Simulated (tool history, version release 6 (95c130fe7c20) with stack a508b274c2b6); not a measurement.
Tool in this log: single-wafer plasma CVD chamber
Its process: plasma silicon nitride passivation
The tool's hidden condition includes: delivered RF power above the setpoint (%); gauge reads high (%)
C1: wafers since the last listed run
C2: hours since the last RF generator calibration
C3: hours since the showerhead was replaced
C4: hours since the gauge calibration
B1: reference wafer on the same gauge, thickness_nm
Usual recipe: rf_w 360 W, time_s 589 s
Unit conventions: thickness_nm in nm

Run 1, hour 0: usual settings; C1 0; C2 459.3; C3 6764; C4 195; B1 809.622. Result: thickness_nm 814.283 nm.
Run 2, hour 19.9: usual settings; C1 54; C2 479.2; C3 6783.9; C4 214.9; B1 811.292. Result: thickness_nm 820.969 nm.
Run 3, hour 53.9: usual settings but rf_w 390 W, time_s 627 s; C1 93; C2 513.2; C3 6817.9; C4 248.9; B1 812.002. Result: thickness_nm 887.033 nm.
Run 4, hour 73.1: usual settings; C1 52; C2 532.4; C3 6837.1; C4 268.1; B1 811.732. Result: thickness_nm 812.846 nm.
Run 5, hour 89: usual settings; C1 43; C2 548.3; C3 6853; C4 284; B1 811.348. Result: thickness_nm 813.858 nm.
Run 6, hour 108.6: usual settings; C1 54; C2 567.9; C3 6872.6; C4 303.6; B1 810.911. Result: thickness_nm 814.815 nm.
Run 7, hour 126.5: usual settings; C1 49; C2 585.8; C3 6890.5; C4 321.5; B1 810.773. Result: thickness_nm 814.059 nm.
Run 8, hour 151: usual settings; C1 67; C2 610.3; C3 6915; C4 346; B1 811.09. Result: thickness_nm 809.918 nm.
Run 9, hour 182.4: usual settings but time_s 634 s; C1 86; C2 641.7; C3 6946.4; C4 377.4; B1 810.716. Result: thickness_nm 872.727 nm.
Run 10, hour 198: usual settings but time_s 634 s; C1 42; C2 657.3; C3 6962; C4 393; B1 811.512. Result: thickness_nm 873.698 nm.
Run 11, hour 210: usual settings but time_s 634 s; C1 33; C2 669.3; C3 6974; C4 405; B1 811.655. Result: thickness_nm 869.78 nm.
Run 12, hour 237.1: usual settings; C1 74; C2 696.4; C3 7001.1; C4 432.1; B1 812.378. Result: thickness_nm 808.556 nm.

What does the tool deliver on the next run?
Run 13, hour 271.6: usual settings but rf_w 330 W, time_s 497 s; C1 95; C2 730.9; C3 7035.6; C4 466.6; B1 ?. Result: thickness_nm ?.

B1: 810.241
thickness_nm: 665.379 nm
Had the tool carried no hidden state, the very same run would have given thickness_nm 674.833 nm.
